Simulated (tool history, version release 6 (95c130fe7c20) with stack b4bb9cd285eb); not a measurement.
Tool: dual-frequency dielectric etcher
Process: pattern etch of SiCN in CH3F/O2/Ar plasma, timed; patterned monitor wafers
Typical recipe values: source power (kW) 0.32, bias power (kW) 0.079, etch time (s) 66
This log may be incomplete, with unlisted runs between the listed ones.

run	hour	source power (kW)	bias power (kW)	etch time (s)	read-back reference wafer on the same gauge, depth_nm	mean etch depth across the wafer (nm)
1	0	0.32	0.079	66	21	23.67
2	12.9	0.32	0.079	66	20.99	23.7
3	45.7	0.32	0.079	66	20.99	23.66
4	59	0.32	0.079	66	21.01	23.55
5	80.2	0.32	0.079	66	21.02	23.33
# hour 161.1: gauge calibrated
# hour 175.5: wet clean of the chamber
6	176	0.32	0.079	66	21.02	24.43
7	239.6	0.32	0.079	66	20.96	24.31
8	255.2	0.32	0.079	66	20.99	24.32
9	268.1	0.32	0.079	66	21.01	24.49
# hour 286.2: bias power generator calibrated
10	302.8	0.35	0.063	48.5	21.03	16.77
# hour 341.5: upper electrode replaced, of another model than before
11	342	0.4	0.079	74	21.01	30.61
12	357.8	0.35	0.094	58.5	21.03	24.63
13	374.4	0.32	0.079	52.5	20.97	19.03
# hour 418.7: source power generator calibrated
# hour 424.8: gauge calibrated
14	450.8	0.29	0.063	47	21.01	13.9
15	464.5	0.24	0.079	78.5	21.01	23.42
16	477.7	0.37	0.079	66	20.99	25.56
17	501.6	0.32	0.079	66	21	23.84
18	531.1	0.32	0.094	75	21	29.48

What if the next run were any one of these 3? Each begins from the tool's condition after run 18:
A	531.5	0.32	0.079	66	?	?
B	531.5	0.32	0.091	66	?	?
C	531.5	0.26	0.071	66	?	?

run	read-back reference wafer on the same gauge, depth_nm	mean etch depth across the wafer (nm)
A	21.03	23.66
B	21.03	25.57
C	21.03	19.43
With the hidden condition removed and each run's random variation left untouched, the same runs would have given:
run	mean etch depth across the wafer (nm)
A	24.62
B	26.62
C	20.22
